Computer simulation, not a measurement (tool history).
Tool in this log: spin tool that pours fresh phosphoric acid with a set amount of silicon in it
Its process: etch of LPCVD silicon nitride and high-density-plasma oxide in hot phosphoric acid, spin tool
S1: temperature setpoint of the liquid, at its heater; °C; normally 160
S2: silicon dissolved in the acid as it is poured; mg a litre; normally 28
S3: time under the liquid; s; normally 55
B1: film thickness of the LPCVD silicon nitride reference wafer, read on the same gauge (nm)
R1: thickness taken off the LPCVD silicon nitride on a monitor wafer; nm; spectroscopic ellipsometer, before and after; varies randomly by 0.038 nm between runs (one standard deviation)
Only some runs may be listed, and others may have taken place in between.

{"run": 1, "hour": 0.0, "S1": 160, "S2": 28, "S3": 55, "B1": 59.999, "R1": 4.293}
{"run": 2, "hour": 80.6, "S1": 160, "S2": 28, "S3": 55, "B1": 60.008, "R1": 4.33}
{"run": 3, "hour": 177.9, "S1": 160, "S2": 28, "S3": 65, "B1": 59.981, "R1": 5.107}
{"run": 4, "hour": 270.1, "S1": 160, "S2": 46, "S3": 55, "B1": 59.99, "R1": 4.271}
{"run": 5, "hour": 317.2, "S1": 160, "S2": 28, "S3": 55, "B1": 60.007, "R1": 4.281}
{"run": 6, "hour": 386.0, "S1": 157.5, "S2": 20, "S3": 55, "B1": 59.979, "R1": 3.953}
{"run": 7, "hour": 462.6, "S1": 160, "S2": 48.5, "S3": 55, "B1": 59.984, "R1": 4.231}
{"run": 8, "hour": 545.2, "S1": 160, "S2": 7.5, "S3": 70, "B1": 60.004, "R1": 5.365}
{"run": 9, "hour": 610.9, "S1": 160, "S2": 28, "S3": 55, "B1": 60.02, "R1": 4.256}
{"hour": 689.5, "done": "thermometer replaced"}
{"run": 10, "hour": 698.0, "S1": 160, "S2": 21.5, "S3": 25, "B1": 59.987, "R1": 2.08}
{"run": 11, "hour": 734.2, "S1": 161, "S2": 22, "S3": 35, "B1": 60.003, "R1": 2.973}
{"run": 12, "hour": 796.0, "S1": 161, "S2": 6, "S3": 70, "B1": 60.006, "R1": 5.858}
{"run": 13, "hour": 852.8, "S1": 159, "S2": 37, "S3": 55, "B1": 60.019, "R1": 4.268}
{"hour": 909.5, "done": "heated supply line repaired"}
{"run": 14, "hour": 930.6, "S1": 158, "S2": 11.5, "S3": 30, "B1": 60.004, "R1": 2.276}
{"run": 15, "hour": 1014.9, "S1": 158, "S2": 28, "S3": 55, "B1": 59.976, "R1": 4.15}
{"run": 16, "hour": 1113.2, "S1": 157.5, "S2": 39, "S3": 75, "B1": 59.984, "R1": 5.561}
{"run": 17, "hour": 1192.7, "S1": 157.5, "S2": 47, "S3": 55, "B1": 60.012, "R1": 4.101}
{"run": 18, "hour": 1283.7, "S1": 159, "S2": 28, "S3": 55, "B1": 60.007, "R1": 4.273}
{"run": 19, "hour": 1348.5, "S1": 160, "S2": 28, "S3": 55, "B1": 60.016, "R1": 4.402}
{"run": 20, "hour": 1419.7, "S1": 161.5, "S2": 45.5, "S3": 55, "B1": 60.006, "R1": 4.592}
{"run": 21, "hour": 1521.0, "S1": 157.5, "S2": 16, "S3": 35, "B1": 60.016, "R1": 2.57}

Here are 4 independent what-if runs from the current tool condition. What would each one return?
{"run": "A", "hour": 1521.4, "S1": 160, "S2": 9, "S3": 55, "B1": "?", "R1": "?"}
{"run": "B", "hour": 1521.4, "S1": 157.5, "S2": 19.5, "S3": 75, "B1": "?", "R1": "?"}
{"run": "C", "hour": 1521.4, "S1": 160, "S2": 44.5, "S3": 35, "B1": "?", "R1": "?"}
{"run": "D", "hour": 1521.4, "S1": 158.5, "S2": 18, "S3": 40, "B1": "?", "R1": "?"}

run=A B1=59.991 R1=4.4
run=B B1=59.991 R1=5.512
run=C B1=59.991 R1=2.8
run=D B1=59.991 R1=3.042
The same runs, with their run-to-run variation unchanged, on a tool lacking any hidden condition would have given:
run=A R1=4.523
run=B R1=5.668
run=C R1=2.878
run=D R1=3.127
